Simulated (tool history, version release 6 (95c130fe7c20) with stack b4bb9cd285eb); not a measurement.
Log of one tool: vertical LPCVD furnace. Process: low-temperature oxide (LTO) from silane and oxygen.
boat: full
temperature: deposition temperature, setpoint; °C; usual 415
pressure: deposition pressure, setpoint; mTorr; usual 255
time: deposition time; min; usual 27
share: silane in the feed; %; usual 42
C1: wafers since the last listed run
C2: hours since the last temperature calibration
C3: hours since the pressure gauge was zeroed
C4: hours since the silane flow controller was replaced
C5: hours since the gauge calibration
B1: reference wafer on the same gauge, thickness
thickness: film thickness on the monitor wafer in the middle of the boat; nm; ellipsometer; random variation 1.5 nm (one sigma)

Run 1, hour 0: usual settings but time 18.5 min; C1 0; C2 1957.6; C3 731.6; C4 2555.9; C5 811.3; B1 364.96. Result: thickness 271.22 nm.
Run 2, hour 39.7: usual settings; C1 778; C2 1997.3; C3 771.3; C4 2595.6; C5 851; B1 364.95. Result: thickness 394.45 nm.
Run 3, hour 70.1: usual settings; C1 595; C2 2027.7; C3 801.7; C4 2626; C5 881.4; B1 364.26. Result: thickness 398.46 nm.
Run 4, hour 137.1: usual settings; C1 1313; C2 2094.7; C3 868.7; C4 2693; C5 948.4; B1 365.31. Result: thickness 398.7 nm.
Run 5, hour 178.5: usual settings; C1 811; C2 2136.1; C3 910.1; C4 2734.4; C5 989.8; B1 364.72. Result: thickness 396.42 nm.
Run 6, hour 208.3: usual settings; C1 584; C2 2165.9; C3 939.9; C4 2764.2; C5 1019.6; B1 364.95. Result: thickness 401.14 nm.
Run 7, hour 240.4: usual settings but pressure 240 mTorr; C1 629; C2 2198; C3 972; C4 2796.3; C5 1051.7; B1 364.55. Result: thickness 374.4 nm.
Run 8, hour 307.9: usual settings but pressure 240 mTorr; C1 1322; C2 2265.5; C3 1039.5; C4 2863.8; C5 1119.2; B1 364.73. Result: thickness 378.54 nm.
Run 9, hour 374.6: usual settings but pressure 240 mTorr; C1 1307; C2 2332.2; C3 1106.2; C4 2930.5; C5 1185.9; B1 364.83. Result: thickness 375.13 nm.
Run 10, hour 407.7: usual settings but time 18 min; C1 648; C2 2365.3; C3 1139.3; C4 2963.6; C5 1219; B1 364.79. Result: thickness 266.09 nm.
Run 11, hour 469.6: usual settings but temperature 422 °C, pressure 210 mTorr; C1 1213; C2 2427.2; C3 1201.2; C4 3025.5; C5 1280.9; B1 365.42. Result: thickness 356.03 nm.
Run 12, hour 512.2: usual settings but temperature 410 °C, share 49 %; C1 834; C2 2469.8; C3 1243.8; C4 3068.1; C5 1323.5; B1 365.34. Result: thickness 442.14 nm.
At hour 540: thermocouples replaced and temperature profile calibrated.
At hour 565.1: gauge calibrated.
Run 13, hour 644.8: usual settings but temperature 424 °C, pressure 285 mTorr; C1 2128; C2 104.8; C3 1376.4; C4 3200.7; C5 79.7; B1 365.16. Result: thickness 476.18 nm.
At hour 764.3: silane flow controller replaced.
Run 14, hour 808.9: usual settings; C1 2745; C2 268.9; C3 1540.5; C4 44.6; C5 243.8; B1 365.16. Result: thickness 392.69 nm.
Run 15, hour 875.2: usual settings but temperature 426 °C, pressure 230 mTorr, time 23.5 min; C1 1299; C2 335.2; C3 1606.8; C4 110.9; C5 310.1; B1 365.46. Result: thickness 348.27 nm.
At hour 941.8: pressure gauge zeroed.
Run 16, hour 942.3: usual settings; C1 844; C2 402.3; C3 0.5; C4 178; C5 377.2; B1 365.15. Result: thickness 383.27 nm.
Run 17, hour 1113.4: usual settings but temperature 418 °C, pressure 275 mTorr, time 35 min; C1 3353; C2 573.4; C3 171.6; C4 349.1; C5 548.3; B1 365.33. Result: thickness 557.91 nm.
Run 18, hour 1153.7: usual settings but temperature 410 °C; C1 789; C2 613.7; C3 211.9; C4 389.4; C5 588.6; B1 365.1. Result: thickness 367.01 nm.
Run 19, hour 1188.9: usual settings but pressure 310 mTorr, share 46 %; C1 689; C2 648.9; C3 247.1; C4 424.6; C5 623.8; B1 364.71. Result: thickness 511.74 nm.

Forecast each of these 5 alternatives for the next run:
Run A, hour 1192.3: usual settings but time 16.5 min; C1 66; C2 652.3; C3 250.5; C4 428; C5 627.2; B1 ?. Result: thickness ?.
Run B, hour 1192.3: usual settings but share 37 %; C1 66; C2 652.3; C3 250.5; C4 428; C5 627.2; B1 ?. Result: thickness ?.
Run C, hour 1192.3: usual settings but temperature 405 °C; C1 66; C2 652.3; C3 250.5; C4 428; C5 627.2; B1 ?. Result: thickness ?.
Run D, hour 1192.3: usual settings but temperature 409 °C, pressure 225 mTorr; C1 66; C2 652.3; C3 250.5; C4 428; C5 627.2; B1 ?. Result: thickness ?.
Run E, hour 1192.3: usual settings but temperature 407 °C, share 48 %; C1 66; C2 652.3; C3 250.5; C4 428; C5 627.2; B1 ?. Result: thickness ?.

run      B1  thickness
  A  364.94     238.11
  B  364.94     336.86
  C  364.94     351.39
  D  364.94     323.81
  E  364.94     409.42
Without the tool's hidden state the same runs would have given:
run  thickness
  A     229.13
  B      323.8
  C     337.77
  D     310.89
  E     394.14
